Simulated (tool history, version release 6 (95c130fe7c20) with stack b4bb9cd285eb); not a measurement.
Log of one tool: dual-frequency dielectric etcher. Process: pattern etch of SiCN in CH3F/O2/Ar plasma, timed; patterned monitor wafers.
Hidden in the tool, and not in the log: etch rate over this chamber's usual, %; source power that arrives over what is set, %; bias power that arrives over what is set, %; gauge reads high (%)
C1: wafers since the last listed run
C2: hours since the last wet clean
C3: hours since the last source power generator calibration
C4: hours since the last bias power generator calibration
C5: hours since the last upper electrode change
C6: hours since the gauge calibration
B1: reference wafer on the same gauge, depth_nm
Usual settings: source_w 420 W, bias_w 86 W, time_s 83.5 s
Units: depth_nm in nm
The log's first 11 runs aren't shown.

Run 12, hour 159.8: usual settings; C1 2; C2 64.4; C3 45.2; C4 97.4; C5 0.8; C6 103.1; B1 31.51. Result: depth_nm 31.68 nm.
Run 13, hour 160.4: usual settings but source_w 470 W, time_s 77 s; C1 5; C2 65; C3 45.8; C4 98; C5 1.4; C6 103.7; B1 31.51. Result: depth_nm 29.83 nm.
Run 14, hour 196.1: usual settings; C1 343; C2 100.7; C3 81.5; C4 133.7; C5 37.1; C6 139.4; B1 31.5. Result: depth_nm 31.91 nm.
Run 15, hour 209.1: usual settings but source_w 470 W, bias_w 74 W, time_s 67 s; C1 125; C2 113.7; C3 94.5; C4 146.7; C5 50.1; C6 152.4; B1 31.51. Result: depth_nm 24.92 nm.
Run 16, hour 223.9: usual settings but source_w 470 W, bias_w 79 W, time_s 72.5 s; C1 142; C2 128.5; C3 109.3; C4 161.5; C5 64.9; C6 167.2; B1 31.48. Result: depth_nm 27.64 nm.
Run 17, hour 232.3: usual settings but source_w 480 W; C1 80; C2 136.9; C3 117.7; C4 169.9; C5 73.3; C6 175.6; B1 31.48. Result: depth_nm 32.79 nm.
Run 18, hour 239.6: usual settings; C1 70; C2 144.2; C3 125; C4 177.2; C5 80.6; C6 182.9; B1 31.5. Result: depth_nm 32.19 nm.
Run 19, hour 260.6: usual settings; C1 202; C2 165.2; C3 146; C4 198.2; C5 101.6; C6 203.9; B1 31.51. Result: depth_nm 31.77 nm.
Run 20, hour 277.8: usual settings but source_w 340 W, time_s 74.5 s; C1 165; C2 182.4; C3 163.2; C4 215.4; C5 118.8; C6 221.1; B1 31.51. Result: depth_nm 27.55 nm.
Run 21, hour 289.7: usual settings but source_w 340 W; C1 114; C2 194.3; C3 175.1; C4 227.3; C5 130.7; C6 233; B1 31.5. Result: depth_nm 30.84 nm.
Run 22, hour 305.5: usual settings but source_w 380 W, time_s 60.5 s; C1 152; C2 210.1; C3 190.9; C4 243.1; C5 146.5; C6 248.8; B1 31.49. Result: depth_nm 22.81 nm.
Run 23, hour 329.6: usual settings but source_w 380 W, bias_w 71 W, time_s 74 s; C1 231; C2 234.2; C3 215; C4 267.2; C5 170.6; C6 272.9; B1 31.5. Result: depth_nm 26.28 nm.
Run 24, hour 345.3: usual settings but source_w 480 W, bias_w 75 W, time_s 90.5 s; C1 151; C2 249.9; C3 230.7; C4 282.9; C5 186.3; C6 288.6; B1 31.53. Result: depth_nm 34.37 nm.
Run 25, hour 352.2: usual settings but source_w 520 W; C1 66; C2 256.8; C3 237.6; C4 289.8; C5 193.2; C6 295.5; B1 31.52. Result: depth_nm 33.38 nm.
Run 26, hour 358.4: usual settings; C1 59; C2 263; C3 243.8; C4 296; C5 199.4; C6 301.7; B1 31.48. Result: depth_nm 32.25 nm.
Run 27, hour 375: usual settings but source_w 520 W, time_s 70 s; C1 159; C2 279.6; C3 260.4; C4 312.6; C5 216; C6 318.3; B1 31.51. Result: depth_nm 28.11 nm.
Run 28, hour 392.3: usual settings; C1 166; C2 296.9; C3 277.7; C4 329.9; C5 233.3; C6 335.6; B1 31.5. Result: depth_nm 32.27 nm.
Run 29, hour 407.1: usual settings but source_w 480 W, bias_w 66 W; C1 142; C2 311.7; C3 292.5; C4 344.7; C5 248.1; C6 350.4; B1 31.5. Result: depth_nm 30.72 nm.
Run 30, hour 442.5: usual settings but source_w 350 W, bias_w 66 W, time_s 107 s; C1 340; C2 347.1; C3 327.9; C4 380.1; C5 283.5; C6 385.8; B1 31.51. Result: depth_nm 37.1 nm.
Run 31, hour 459.8: usual settings but time_s 65.5 s; C1 166; C2 364.4; C3 345.2; C4 397.4; C5 300.8; C6 403.1; B1 31.51. Result: depth_nm 25.4 nm.

Forecast each of these 3 alternatives for the next run:
Run A, hour 460.2: usual settings but source_w 330 W; C1 3; C2 364.8; C3 345.6; C4 397.8; C5 301.2; C6 403.5; B1 ?. Result: depth_nm ?.
Run B, hour 460.2: usual settings but source_w 330 W, bias_w 71 W; C1 3; C2 364.8; C3 345.6; C4 397.8; C5 301.2; C6 403.5; B1 ?. Result: depth_nm ?.
Run C, hour 460.2: usual settings but source_w 490 W, time_s 63 s; C1 3; C2 364.8; C3 345.6; C4 397.8; C5 301.2; C6 403.5; B1 ?. Result: depth_nm ?.

run    B1  depth_nm
  A  31.5     31.25
  B  31.5     29.36
  C  31.5     25.33
Without the tool's hidden state the same runs would have given:
run  depth_nm
  A     30.45
  B     28.62
  C     24.69
